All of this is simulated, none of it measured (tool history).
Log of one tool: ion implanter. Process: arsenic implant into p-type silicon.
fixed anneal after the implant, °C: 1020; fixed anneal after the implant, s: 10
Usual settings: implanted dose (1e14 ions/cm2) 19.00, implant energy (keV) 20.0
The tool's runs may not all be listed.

run,hour,implanted dose (1e14 ions/cm2),implant energy (keV),wafers since the last listed run,hours since the last dose calibration,hours since the extraction supply was calibrated,hours since the gauge calibration,"read-back reference wafer on the same gauge, sheet resistance",sheet resistance of the implanted and annealed layer (ohm/square)
1,0.0,19.00,20.0,0,30.8,1201.3,1790.0,117.10,108.96
2,100.1,19.00,20.0,2285,130.9,1301.4,1890.1,117.07,109.60
# hour 102.5: gauge calibrated
3,138.8,19.00,20.0,883,169.6,1340.1,36.3,117.06,109.97
4,225.4,19.00,20.0,1977,256.2,1426.7,122.9,116.99,109.67
5,269.2,19.00,20.0,999,300.0,1470.5,166.7,116.95,109.84
6,364.8,19.00,20.0,2182,395.6,1566.1,262.3,116.98,109.70
7,405.3,19.00,20.0,924,436.1,1606.6,302.8,116.95,109.20
8,449.8,20.95,20.0,1015,480.6,1651.1,347.3,116.98,107.81
9,548.0,20.95,20.0,2241,578.8,1749.3,445.5,116.99,107.84
10,585.3,20.95,20.0,851,616.1,1786.6,482.8,116.98,107.80
11,634.7,19.00,20.0,1127,665.5,1836.0,532.2,117.09,109.01
12,676.6,19.00,20.0,956,707.4,1877.9,574.1,116.97,110.06
13,768.9,19.00,20.0,2107,799.7,1970.2,666.4,117.01,109.27
14,815.8,19.00,20.0,1070,846.6,2017.1,713.3,117.00,109.61
15,902.4,19.00,20.0,1977,933.2,2103.7,799.9,116.94,109.20
# hour 982.3: Faraday cup replaced and dose calibrated
16,1009.3,19.00,20.0,2257,27.0,2210.6,906.8,116.99,109.45
17,1053.0,19.00,20.0,997,70.7,2254.3,950.5,116.89,109.46
# hour 1198.9: extraction supply calibrated
18,1373.4,21.21,13.5,7132,391.1,174.5,1270.9,116.97,122.07
19,1428.4,13.83,13.5,1255,446.1,229.5,1325.9,116.96,132.78
20,1467.0,19.00,20.0,881,484.7,268.1,1364.5,117.02,110.22
21,1546.2,19.00,18.0,1808,563.9,347.3,1443.7,116.95,113.65
22,1606.9,19.00,25.0,1385,624.6,408.0,1504.4,117.07,100.68
23,1678.5,19.00,20.0,1634,696.2,479.6,1576.0,116.95,109.49
# hour 1948.2: Faraday cup replaced and dose calibrated
24,1959.3,19.00,25.0,6228,11.1,760.4,1856.8,117.04,100.60
25,2032.9,21.82,24.5,1680,84.7,834.0,1930.4,116.88,99.05
26,2302.9,21.85,14.0,6164,354.7,1104.0,2200.4,116.98,120.22
# hour 2334.1: gauge calibrated
27,2409.3,19.00,24.0,2429,461.1,1210.4,75.2,116.99,102.23
28,2454.2,22.78,23.0,1025,506.0,1255.3,120.1,117.04,100.98
29,2496.5,13.95,20.0,965,548.3,1297.6,162.4,117.09,118.68
30,2585.0,23.25,20.0,2020,636.8,1386.1,250.9,117.02,106.30
31,2630.6,22.63,25.0,1041,682.4,1431.7,296.5,116.98,97.61
32,2727.5,23.57,17.0,2212,779.3,1528.6,393.4,116.94,112.85
33,2775.4,19.00,20.0,1093,827.2,1576.5,441.3,117.11,109.97
34,2854.1,19.00,15.0,1796,905.9,1655.2,520.0,117.01,120.80
35,2914.1,16.07,16.0,1369,965.9,1715.2,580.0,116.95,121.87
36,3011.9,16.51,15.5,2232,1063.7,1813.0,677.8,116.96,122.47

How the hidden state differs across the entries between the runs, from the last listed run before each to the first after it:
Between runs 2 and 3: gauge calibrated (hour 102.5)
  no hidden state differs between the two runs
Between runs 15 and 16: Faraday cup replaced and dose calibrated (hour 982.3)
  no hidden state differs between the two runs
Between runs 17 and 18: extraction supply calibrated (hour 1198.9)
  no hidden state differs between the two runs
Between runs 23 and 24: Faraday cup replaced and dose calibrated (hour 1948.2)
  no hidden state differs between the two runs
Between runs 26 and 27: gauge calibrated (hour 2334.1)
  no hidden state differs between the two runs

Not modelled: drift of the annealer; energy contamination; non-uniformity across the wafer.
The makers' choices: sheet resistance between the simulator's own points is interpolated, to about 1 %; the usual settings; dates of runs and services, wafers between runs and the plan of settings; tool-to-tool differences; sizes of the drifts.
